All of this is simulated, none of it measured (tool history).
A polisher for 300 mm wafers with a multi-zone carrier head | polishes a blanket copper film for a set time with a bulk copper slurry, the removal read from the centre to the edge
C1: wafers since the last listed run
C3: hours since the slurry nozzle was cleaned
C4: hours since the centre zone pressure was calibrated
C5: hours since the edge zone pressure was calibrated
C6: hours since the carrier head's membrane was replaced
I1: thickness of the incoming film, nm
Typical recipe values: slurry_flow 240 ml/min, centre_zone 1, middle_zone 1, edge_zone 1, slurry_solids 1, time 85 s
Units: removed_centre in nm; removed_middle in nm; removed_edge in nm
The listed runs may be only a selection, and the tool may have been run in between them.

{"run": 1, "hour": 0.0, "slurry_flow": 240, "centre_zone": 1, "middle_zone": 1, "edge_zone": 1, "slurry_solids": 1, "time": 85, "C1": 0, "wafers polished on this pad": 3499, "C3": 189.7, "C4": 419.4, "C5": 312.4, "C6": 106, "I1": 3390.2, "removed_centre": 739.2, "removed_middle": 718.3, "removed_edge": 709.5}
{"run": 2, "hour": 40.6, "slurry_flow": 240, "centre_zone": 1.07, "middle_zone": 1, "edge_zone": 1, "slurry_solids": 1, "time": 85, "C1": 457, "wafers polished on this pad": 3957, "C3": 230.3, "C4": 460, "C5": 353, "C6": 146.6, "I1": 3499.6, "removed_centre": 789.5, "removed_middle": 714.2, "removed_edge": 700.1}
{"run": 3, "hour": 79.9, "slurry_flow": 240, "centre_zone": 1, "middle_zone": 1, "edge_zone": 1, "slurry_solids": 1, "time": 109, "C1": 442, "wafers polished on this pad": 4399, "C3": 269.6, "C4": 499.3, "C5": 392.3, "C6": 185.9, "I1": 3470.7, "removed_centre": 913.8, "removed_middle": 921.2, "removed_edge": 900.6}
{"run": 4, "hour": 109.6, "slurry_flow": 240, "centre_zone": 1, "middle_zone": 1, "edge_zone": 1, "slurry_solids": 0.8, "time": 85, "C1": 334, "wafers polished on this pad": 4734, "C3": 299.3, "C4": 529, "C5": 422, "C6": 215.6, "I1": 3400.9, "removed_centre": 685.1, "removed_middle": 682.8, "removed_edge": 676.4}
{"hour": 138.8, "done": "worn pad replaced by a new one, of another model than before"}
{"run": 5, "hour": 152.4, "slurry_flow": 170, "centre_zone": 0.91, "middle_zone": 1.07, "edge_zone": 1, "slurry_solids": 1, "time": 111, "C1": 437, "wafers polished on this pad": 153, "C3": 342.1, "C4": 571.8, "C5": 464.8, "C6": 258.4, "I1": 3385.3, "removed_centre": 864.2, "removed_middle": 987.8, "removed_edge": 970.5}
{"hour": 186.6, "done": "edge zone pressure recalibrated"}
{"hour": 188.4, "done": "slurry nozzle cleaned"}
{"run": 6, "hour": 209.2, "slurry_flow": 285, "centre_zone": 1, "middle_zone": 1, "edge_zone": 1, "slurry_solids": 1, "time": 85, "C1": 606, "wafers polished on this pad": 759, "C3": 20.8, "C4": 628.6, "C5": 22.6, "C6": 315.2, "I1": 3477.2, "removed_centre": 801.7, "removed_middle": 795.7, "removed_edge": 769.3}
{"run": 7, "hour": 250.7, "slurry_flow": 240, "centre_zone": 1.08, "middle_zone": 1.04, "edge_zone": 1.03, "slurry_solids": 0.8, "time": 85, "C1": 467, "wafers polished on this pad": 1227, "C3": 62.3, "C4": 670.1, "C5": 64.1, "C6": 356.7, "I1": 3470, "removed_centre": 760.3, "removed_middle": 718.9, "removed_edge": 719.7}
{"run": 8, "hour": 284.4, "slurry_flow": 240, "centre_zone": 1, "middle_zone": 1, "edge_zone": 1, "slurry_solids": 1, "time": 85, "C1": 379, "wafers polished on this pad": 1606, "C3": 96, "C4": 703.8, "C5": 97.8, "C6": 390.4, "I1": 3490.6, "removed_centre": 765.1, "removed_middle": 747, "removed_edge": 732.3}
{"run": 9, "hour": 493.2, "slurry_flow": 155, "centre_zone": 1, "middle_zone": 1, "edge_zone": 1.09, "slurry_solids": 1, "time": 85, "C1": 2352, "wafers polished on this pad": 3959, "C3": 304.8, "C4": 912.6, "C5": 306.6, "C6": 599.2, "I1": 3461.3, "removed_centre": 635.9, "removed_middle": 610.9, "removed_edge": 683.6}
{"run": 10, "hour": 527.9, "slurry_flow": 240, "centre_zone": 1, "middle_zone": 1.11, "edge_zone": 1, "slurry_solids": 1.15, "time": 85, "C1": 391, "wafers polished on this pad": 4350, "C3": 339.5, "C4": 947.3, "C5": 341.3, "C6": 633.9, "I1": 3432.1, "removed_centre": 748.2, "removed_middle": 809.4, "removed_edge": 735.1}
{"hour": 576.4, "done": "worn pad replaced by a new one"}
{"run": 11, "hour": 576.9, "slurry_flow": 240, "centre_zone": 1, "middle_zone": 1, "edge_zone": 1, "slurry_solids": 1, "time": 85, "C1": 507, "wafers polished on this pad": 5, "C3": 388.5, "C4": 996.3, "C5": 390.3, "C6": 682.9, "I1": 3461.3, "removed_centre": 810.4, "removed_middle": 814.4, "removed_edge": 798.2}
{"run": 12, "hour": 598.8, "slurry_flow": 240, "centre_zone": 1, "middle_zone": 1, "edge_zone": 1, "slurry_solids": 1, "time": 85, "C1": 246, "wafers polished on this pad": 252, "C3": 410.4, "C4": 1018.2, "C5": 412.2, "C6": 704.8, "I1": 3390.2, "removed_centre": 803.4, "removed_middle": 785.4, "removed_edge": 789.6}
{"hour": 612.0, "done": "centre zone pressure recalibrated"}
{"hour": 632.1, "done": "slurry nozzle cleaned"}
{"run": 13, "hour": 647.6, "slurry_flow": 240, "centre_zone": 1, "middle_zone": 1, "edge_zone": 1, "slurry_solids": 1, "time": 85, "C1": 516, "wafers polished on this pad": 768, "C3": 15.5, "C4": 35.6, "C5": 461, "C6": 753.6, "I1": 3487.7, "removed_centre": 774.8, "removed_middle": 777.9, "removed_edge": 752.5}
{"run": 14, "hour": 699.3, "slurry_flow": 240, "centre_zone": 1, "middle_zone": 0.89, "edge_zone": 1.11, "slurry_solids": 1.15, "time": 85, "C1": 582, "wafers polished on this pad": 1351, "C3": 67.2, "C4": 87.3, "C5": 512.7, "C6": 805.3, "I1": 3433.6, "removed_centre": 802.2, "removed_middle": 705.7, "removed_edge": 824}
{"hour": 709.1, "done": "edge zone pressure recalibrated"}
{"run": 15, "hour": 791.9, "slurry_flow": 165, "centre_zone": 1, "middle_zone": 1, "edge_zone": 1, "slurry_solids": 1, "time": 85, "C1": 1020, "wafers polished on this pad": 2372, "C3": 159.8, "C4": 179.9, "C5": 82.8, "C6": 897.9, "I1": 3459.5, "removed_centre": 654.4, "removed_middle": 643.1, "removed_edge": 671.4}
{"run": 16, "hour": 858.2, "slurry_flow": 265, "centre_zone": 1.06, "middle_zone": 1, "edge_zone": 1.04, "slurry_solids": 1.25, "time": 85, "C1": 747, "wafers polished on this pad": 3119, "C3": 226.1, "C4": 246.2, "C5": 149.1, "C6": 964.2, "I1": 3452.7, "removed_centre": 848.7, "removed_middle": 772.6, "removed_edge": 785.3}
{"run": 17, "hour": 926.0, "slurry_flow": 240, "centre_zone": 1, "middle_zone": 1, "edge_zone": 1, "slurry_solids": 1.15, "time": 85, "C1": 763, "wafers polished on this pad": 3883, "C3": 293.9, "C4": 314, "C5": 216.9, "C6": 1032, "I1": 3370.2, "removed_centre": 752.8, "removed_middle": 730.5, "removed_edge": 738.5}
{"run": 18, "hour": 951.3, "slurry_flow": 240, "centre_zone": 0.88, "middle_zone": 1, "edge_zone": 1, "slurry_solids": 1, "time": 85, "C1": 285, "wafers polished on this pad": 4168, "C3": 319.2, "C4": 339.3, "C5": 242.2, "C6": 1057.3, "I1": 3455.8, "removed_centre": 635.7, "removed_middle": 713.3, "removed_edge": 708.7}
{"hour": 1020.6, "done": "worn pad replaced by a new one"}
{"run": 19, "hour": 1021.1, "slurry_flow": 240, "centre_zone": 0.95, "middle_zone": 0.94, "edge_zone": 1, "slurry_solids": 1, "time": 85, "C1": 741, "wafers polished on this pad": 5, "C3": 389, "C4": 409.1, "C5": 312, "C6": 1127.1, "I1": 3503.3, "removed_centre": 763.6, "removed_middle": 764.7, "removed_edge": 803.2}
{"hour": 1071.5, "done": "carrier head's membrane replaced by a new one"}
{"hour": 1086.8, "done": "slurry nozzle cleaned"}
{"run": 20, "hour": 1132.5, "slurry_flow": 240, "centre_zone": 1, "middle_zone": 1, "edge_zone": 1, "slurry_solids": 1, "time": 85, "C1": 1187, "wafers polished on this pad": 1193, "C3": 45.7, "C4": 520.5, "C5": 423.4, "C6": 61, "I1": 3417.8, "removed_centre": 777.7, "removed_middle": 742, "removed_edge": 754.9}

Predict each of these 5 candidate next runs independently; none follows another, all start after run 20:
{"run": "A", "hour": 1132.9, "slurry_flow": 240, "centre_zone": 1.1, "middle_zone": 1, "edge_zone": 1, "slurry_solids": 1, "time": 85, "C1": 4, "wafers polished on this pad": 1197, "C3": 46.1, "C4": 520.9, "C5": 423.8, "C6": 61.4, "I1": 3428.2, "removed_centre": "?", "removed_middle": "?", "removed_edge": "?"}
{"run": "B", "hour": 1132.9, "slurry_flow": 240, "centre_zone": 1.04, "middle_zone": 1, "edge_zone": 1, "slurry_solids": 1, "time": 85, "C1": 4, "wafers polished on this pad": 1197, "C3": 46.1, "C4": 520.9, "C5": 423.8, "C6": 61.4, "I1": 3428.2, "removed_centre": "?", "removed_middle": "?", "removed_edge": "?"}
{"run": "C", "hour": 1132.9, "slurry_flow": 270, "centre_zone": 1, "middle_zone": 1, "edge_zone": 1, "slurry_solids": 0.85, "time": 85, "C1": 4, "wafers polished on this pad": 1197, "C3": 46.1, "C4": 520.9, "C5": 423.8, "C6": 61.4, "I1": 3428.2, "removed_centre": "?", "removed_middle": "?", "removed_edge": "?"}
{"run": "D", "hour": 1132.9, "slurry_flow": 240, "centre_zone": 1, "middle_zone": 1.04, "edge_zone": 1, "slurry_solids": 1, "time": 85, "C1": 4, "wafers polished on this pad": 1197, "C3": 46.1, "C4": 520.9, "C5": 423.8, "C6": 61.4, "I1": 3428.2, "removed_centre": "?", "removed_middle": "?", "removed_edge": "?"}
{"run": "E", "hour": 1132.9, "slurry_flow": 320, "centre_zone": 1.09, "middle_zone": 1, "edge_zone": 1, "slurry_solids": 1, "time": 65, "C1": 4, "wafers polished on this pad": 1197, "C3": 46.1, "C4": 520.9, "C5": 423.8, "C6": 61.4, "I1": 3428.2, "removed_centre": "?", "removed_middle": "?", "removed_edge": "?"}

run=A removed_centre=841.8 removed_middle=742.8 removed_edge=743
run=B removed_centre=795.6 removed_middle=743.1 removed_edge=743
run=C removed_centre=746.3 removed_middle=723.8 removed_edge=720.3
run=D removed_centre=765 removed_middle=768.3 removed_edge=742.6
run=E removed_centre=666.8 removed_middle=591.4 removed_edge=585.8
Stripped of hidden state, with their random variation kept, the same runs would have yielded:
run=A removed_centre=902 removed_middle=796 removed_edge=796.1
run=B removed_centre=852.5 removed_middle=796.2 removed_edge=796.1
run=C removed_centre=799.7 removed_middle=775.6 removed_edge=771.8
run=D removed_centre=819.7 removed_middle=823.3 removed_edge=795.7
run=E removed_centre=714.5 removed_middle=633.7 removed_edge=627.7

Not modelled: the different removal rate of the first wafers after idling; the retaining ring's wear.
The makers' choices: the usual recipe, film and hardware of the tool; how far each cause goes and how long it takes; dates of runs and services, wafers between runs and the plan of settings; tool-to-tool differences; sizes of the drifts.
